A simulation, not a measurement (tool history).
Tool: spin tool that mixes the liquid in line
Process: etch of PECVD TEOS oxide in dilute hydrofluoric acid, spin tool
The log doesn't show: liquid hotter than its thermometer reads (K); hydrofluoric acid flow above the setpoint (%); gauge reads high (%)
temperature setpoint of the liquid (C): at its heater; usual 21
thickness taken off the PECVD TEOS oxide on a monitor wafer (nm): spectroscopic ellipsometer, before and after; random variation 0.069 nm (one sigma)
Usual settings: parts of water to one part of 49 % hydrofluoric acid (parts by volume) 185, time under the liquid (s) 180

run,hour,temperature setpoint of the liquid (C),parts of water to one part of 49 % hydrofluoric acid (parts by volume),time under the liquid (s),wafers since the last listed run,hours since the thermometer was replaced,hours since the hydrofluoric acid flow meter was replaced,hours since the gauge calibration,"read-back film thickness of the PECVD TEOS oxide reference wafer, read on the same gauge (nm)",thickness taken off the PECVD TEOS oxide on a monitor wafer (nm)
1,0,18.5,185,180,0,2074.8,1682.8,324,119.98,16.2
2,19.9,18.5,185,180,103,2094.7,1702.7,343.9,119.99,16.42
3,44.9,21,255,240,130,2119.7,1727.7,368.9,119.98,16.27
4,60.7,21,185,120,82,2135.5,1743.5,384.7,120.01,12.05
5,77.5,21,185,120,87,2152.3,1760.3,401.5,120.01,12.02
6,105.3,21,185,180,145,2180.1,1788.1,429.3,120.01,17.97
7,122.4,21,185,180,89,2197.2,1805.2,446.4,120,18.07
8,158.4,21,185,180,187,2233.2,1841.2,482.4,120,18.12
9,189.2,18,185,180,160,2264,1872,513.2,119.99,16.1
# hour 192.2: hydrofluoric acid flow meter replaced
10,207.9,18,185,180,92,2282.7,15.7,531.9,119.99,14.93
11,230.5,21,185,110,117,2305.3,38.3,554.5,119.98,10.31
# hour 231.2: gauge calibrated
12,248,21,130,180,91,2322.8,55.8,16.8,119.97,25.49
13,277.2,23.5,140,275,152,2352,85,46,119.99,39.44
14,309,21,185,180,165,2383.8,116.8,77.8,120.01,16.83
15,339.1,18,185,230,157,2413.9,146.9,107.9,120,19.23
16,368.4,17.5,185,270,152,2443.2,176.2,137.2,119.99,22.04
# hour 370: thermometer replaced
17,400.6,21,185,180,162,30.6,208.4,169.4,120.03,16.99
18,433.7,21,120,235,172,63.7,241.5,202.5,120.03,36.67
19,459.1,21,235,270,132,89.1,266.9,227.9,120,19.14
20,478.7,25,220,135,102,108.7,286.5,247.5,119.98,12.02
21,508.5,21,185,290,155,138.5,316.3,277.3,119.99,27.64
22,535.7,21,185,180,141,165.7,343.5,304.5,120,17.01
23,556.7,21,220,180,109,186.7,364.5,325.5,119.99,13.76
24,587.9,21,130,250,162,217.9,395.7,356.7,120.01,35.71
25,602.2,17,185,180,74,232.2,410,371,120,14.58
26,633.4,25.5,115,180,162,263.4,441.2,402.2,119.99,35.49
27,662.8,21,225,180,153,292.8,470.6,431.6,119.97,13.62
28,681.8,25,150,215,99,311.8,489.6,450.6,120.03,30.54
29,711.1,21,185,180,152,341.1,518.9,479.9,120,17.13
# hour 725.3: gauge calibrated
30,735.4,21,185,235,126,365.4,543.2,10.1,120.04,22.53
31,757,21,185,180,112,387,564.8,31.7,119.99,17.18
32,780.6,21,145,105,123,410.6,588.4,55.3,120.01,13.43
33,814.4,26,95,85,176,444.4,622.2,89.1,120.02,21.33

4 ways to go on from here, each from the tool as it stands after run 33. What would each give?
A,814.9,21,255,180,2,444.9,622.7,89.6,?,?
B,814.9,19,185,180,2,444.9,622.7,89.6,?,?
C,814.9,23.5,185,180,2,444.9,622.7,89.6,?,?
D,814.9,17,95,80,2,444.9,622.7,89.6,?,?

run,"read-back film thickness of the PECVD TEOS oxide reference wafer, read on the same gauge (nm)",thickness taken off the PECVD TEOS oxide on a monitor wafer (nm)
A,119.99,11.76
B,119.99,16.03
C,119.99,19.07
D,119.99,13.97
Without the tool's hidden state the same runs would have given:
run,thickness taken off the PECVD TEOS oxide on a monitor wafer (nm)
A,11.34
B,15.5
C,18.42
D,13.53
